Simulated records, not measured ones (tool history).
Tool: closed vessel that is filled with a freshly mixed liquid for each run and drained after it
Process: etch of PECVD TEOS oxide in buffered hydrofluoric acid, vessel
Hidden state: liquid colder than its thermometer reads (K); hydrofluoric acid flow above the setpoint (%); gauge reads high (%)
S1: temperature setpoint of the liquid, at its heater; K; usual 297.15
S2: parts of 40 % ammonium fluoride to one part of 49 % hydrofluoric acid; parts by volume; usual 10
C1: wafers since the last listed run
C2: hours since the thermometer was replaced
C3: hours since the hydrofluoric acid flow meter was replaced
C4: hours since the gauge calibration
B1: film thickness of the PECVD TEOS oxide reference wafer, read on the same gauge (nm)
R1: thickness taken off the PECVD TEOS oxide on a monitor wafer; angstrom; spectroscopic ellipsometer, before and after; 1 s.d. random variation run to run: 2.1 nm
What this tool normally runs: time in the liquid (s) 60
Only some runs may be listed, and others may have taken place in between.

Run 1, day 0: usual settings but S2 11 parts by volume; C1 0; C2 414.1; C3 1486.7; C4 367.2; B1 109.98. Result: R1 2376.9 angstrom.
Run 2, day 0.662: usual settings; C1 2355; C2 430; C3 1502.6; C4 383.1; B1 110. Result: R1 2537.4 angstrom.
Run 3, day 1.725: usual settings; C1 3777; C2 455.5; C3 1528.1; C4 408.6; B1 110. Result: R1 2574.6 angstrom.
Run 4, day 2.833: usual settings but time in the liquid (s) 75; C1 3940; C2 482.1; C3 1554.7; C4 435.2; B1 110.01. Result: R1 3169 angstrom.
Run 5, day 3.408: usual settings; C1 2044; C2 495.9; C3 1568.5; C4 449; B1 109.97. Result: R1 2495.1 angstrom.
Run 6, day 4.792: usual settings; C1 4918; C2 529.1; C3 1601.7; C4 482.2; B1 109.97. Result: R1 2543.3 angstrom.
Run 7, day 6.271: usual settings; C1 5258; C2 564.6; C3 1637.2; C4 517.7; B1 109.98. Result: R1 2510.3 angstrom.
Run 8, day 7.396: usual settings but S1 298.65 K; C1 3999; C2 591.6; C3 1664.2; C4 544.7; B1 109.98. Result: R1 2758.7 angstrom.
Run 9, day 8.542: usual settings but S1 298.65 K; C1 4073; C2 619.1; C3 1691.7; C4 572.2; B1 109.99. Result: R1 2768.6 angstrom.
Run 10, day 9.425: usual settings but S1 298.65 K; C1 3140; C2 640.3; C3 1712.9; C4 593.4; B1 109.99. Result: R1 2768.2 angstrom.
Run 11, day 10.4: usual settings but S1 299.15 K; C1 3466; C2 663.7; C3 1736.3; C4 616.8; B1 110. Result: R1 2825.1 angstrom.
Run 12, day 11.575: usual settings but S1 299.15 K; C1 4177; C2 691.9; C3 1764.5; C4 645; B1 109.98. Result: R1 2820.8 angstrom.
Run 13, day 12.446: usual settings but S1 299.15 K; C1 3096; C2 712.8; C3 1785.4; C4 665.9; B1 109.99. Result: R1 2821.8 angstrom.
Run 14, day 13.362: usual settings; C1 3259; C2 734.8; C3 1807.4; C4 687.9; B1 109.99. Result: R1 2577.7 angstrom.
Run 15, day 14.833: usual settings; C1 5229; C2 770.1; C3 1842.7; C4 723.2; B1 109.96. Result: R1 2526.8 angstrom.
Run 16, day 15.85: usual settings; C1 3614; C2 794.5; C3 1867.1; C4 747.6; B1 110.01. Result: R1 2570.4 angstrom.
Run 17, day 17.271: usual settings but S1 302.15 K; C1 5051; C2 828.6; C3 1901.2; C4 781.7; B1 109.99. Result: R1 3381.8 angstrom.
Run 18, day 18.442: usual settings but S1 292.15 K, S2 6.5 parts by volume, time in the liquid (s) 30; C1 4162; C2 856.7; C3 1929.3; C4 809.8; B1 110.02. Result: R1 1487.4 angstrom.
Run 19, day 19.654: usual settings but S1 292.65 K, time in the liquid (s) 80; C1 4310; C2 885.8; C3 1958.4; C4 838.9; B1 109.99. Result: R1 2665.3 angstrom.
Run 20, day 20.192: usual settings but S1 302.15 K, S2 11.5 parts by volume, time in the liquid (s) 90; C1 1911; C2 898.7; C3 1971.3; C4 851.8; B1 110.02. Result: R1 4600.6 angstrom.
Run 21, day 21.033: usual settings but S1 292.65 K, time in the liquid (s) 80; C1 2992; C2 918.9; C3 1991.5; C4 872; B1 109.99. Result: R1 2681.5 angstrom.

Run 22, settings as shown, results not yet in. Your forecast:
At day 22.396: gauge calibrated.
Run 22, day 22.396: usual settings but S2 8.5 parts by volume; C1 4844; C2 951.6; C3 2024.2; C4 0; B1 ?. Result: R1 ?.

B1: 110
R1: 3082.6 angstrom
Minus the tool's unlogged condition, the same run would have read R1 2724.2 angstrom.
